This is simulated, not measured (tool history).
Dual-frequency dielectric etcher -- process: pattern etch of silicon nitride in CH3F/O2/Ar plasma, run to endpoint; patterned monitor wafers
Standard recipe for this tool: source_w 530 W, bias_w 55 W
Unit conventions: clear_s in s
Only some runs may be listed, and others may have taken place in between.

run   hour  source_w  bias_w  incoming incoming film thickness, nm  clear_s
  1      0       530      66                                  57.2     70.3
  2   47.4       530      66                                  56.8     69.3
  3   58.1       530      66                                  56.5     68.8
  4   69.2       530      55                                  56.9     72.6
  5   82.5       530      55                                  57.2     73.2
  6   97.8       530      55                                  56.6     72.3
     127.7  -- wet clean of the chamber
  7  128.2       530      49                                  56.8     77.2
  8  128.6       530      49                                  57.2     78.3
  9  132.9       530      49                                    57     77.6
 10  140.7       460      47                                  57.2       85
 11  151.4       530      61                                  56.8     73.1
     171.8  -- source power generator calibrated
     172.5  -- bias power generator calibrated
 12    173       600      55                                  56.8       71
 13  181.8       600      55                                  56.4     69.8
 14  189.4       600      55                                  57.2     71.3
 15  201.7       530      55                                    57     75.3
 16  215.7       530      55                                  56.8     74.6
 17  255.9       610      55                                  56.5     69.1
 18  264.3       530      55                                    57     74.3
 19  272.3       450      69                                  56.9     75.9
 20  278.8       530      55                                  56.8     74.1
 21  287.4       530      49                                  56.8       76
       322  -- upper electrode replaced
 22  322.5       530      68                                  56.6     69.4
 23  322.9       620      55                                  56.7     68.5
 24  324.1       660      48                                  57.1     69.1
 25  330.3       610      55                                  56.8     68.9
 26  347.6       590      65                                    57     66.7
 27  376.8       410      66                                  57.2     79.3
 28  387.3       620      44                                  56.6     71.4
 29  402.6       600      55                                  56.7     68.9
 30    411       590      60                                  57.6     68.5

Here are 5 independent what-if runs from the current tool condition. What would each one return?
  A  411.4       640      55                                    57        ?
  B  411.4       640      66                                    57        ?
  C  411.4       420      48                                    57        ?
  D  411.4       440      66                                    57        ?
  E  411.4       600      63                                    57        ?

run  clear_s
  A     66.6
  B     63.4
  C     84.4
  D     75.7
  E     66.2
Had the tool no hidden state, the same runs would have come out as:
run  clear_s
  A     69.5
  B     66.2
  C     88.1
  D       79
  E     69.1
